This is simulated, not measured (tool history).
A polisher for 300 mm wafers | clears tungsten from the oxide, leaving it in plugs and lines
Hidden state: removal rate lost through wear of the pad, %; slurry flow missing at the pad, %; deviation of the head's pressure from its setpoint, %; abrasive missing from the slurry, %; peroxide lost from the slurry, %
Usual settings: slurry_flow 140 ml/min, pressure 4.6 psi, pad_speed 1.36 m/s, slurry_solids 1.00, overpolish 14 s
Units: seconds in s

run,hour,slurry_flow,pressure,pad_speed,slurry_solids,overpolish,wafers since the last listed run,wafers polished on this pad,hours since the slurry nozzle was cleaned,hours since the head pressure was calibrated,hours since the slurry blender was calibrated,hours since the slurry got fresh peroxide,"incoming thickness of the incoming film, nm",seconds
1,0.0,140,4.6,1.00,1.00,14,0,62,488.4,846.6,378.0,16.3,376.0,55.9
2,24.4,140,4.6,1.36,1.00,14,146,209,512.8,871.0,402.4,40.7,378.8,46.2
# hour 53.4: slurry blender recalibrated
3,64.0,140,4.6,1.36,1.00,14,226,435,552.4,910.6,10.6,80.3,381.9,47.1
# hour 94.2: slurry nozzle cleaned
4,104.9,140,4.6,1.36,1.00,16,240,675,10.7,951.5,51.5,121.2,383.4,46.8
# hour 162.7: worn pad replaced by a new one
# hour 163.6: slurry tank refilled with fresh slurry and peroxide
5,164.1,140,4.6,1.66,1.00,14,326,3,69.9,1010.7,110.7,0.5,385.2,40.7
6,229.6,140,4.6,1.66,1.00,14,394,397,135.4,1076.2,176.2,66.0,373.1,39.7
7,269.8,140,4.6,1.66,1.00,14,241,639,175.6,1116.4,216.4,106.2,373.1,39.8
8,333.7,140,4.6,1.36,1.00,14,384,1023,239.5,1180.3,280.3,170.1,384.0,46.5
# hour 347.0: worn pad replaced by a new one
# hour 354.4: slurry tank refilled with fresh slurry and peroxide
9,388.7,140,4.6,1.36,1.00,14,300,245,294.5,1235.3,335.3,34.3,380.7,45.5
# hour 447.9: slurry blender recalibrated
10,453.6,140,4.6,1.36,1.00,14,378,623,359.4,1300.2,5.7,99.2,375.7,45.0
# hour 502.2: head pressure recalibrated
11,524.0,140,3.7,1.82,0.90,14,411,1035,429.8,21.8,76.1,169.6,372.2,49.8
# hour 547.3: worn pad replaced by a new one
# hour 559.9: slurry tank refilled with fresh slurry and peroxide
12,566.0,140,4.6,1.36,1.00,14,222,106,471.8,63.8,118.1,6.1,378.5,48.9
13,612.2,110,4.6,1.36,1.00,14,278,384,518.0,110.0,164.3,52.3,377.9,50.9
# hour 637.8: slurry nozzle cleaned
14,684.2,140,4.6,1.36,1.00,6,427,811,46.4,182.0,236.3,124.3,372.3,47.8

Forecast run 15:
# hour 722.1: slurry tank refilled with fresh slurry and peroxide
# hour 724.5: worn pad replaced by a new one
15,750.0,140,4.6,0.94,0.75,14,375,153,112.2,247.8,302.1,27.9,381.0,?

seconds: 66.0 s
Without the tool's hidden state the same run would have given seconds 68.5 s.
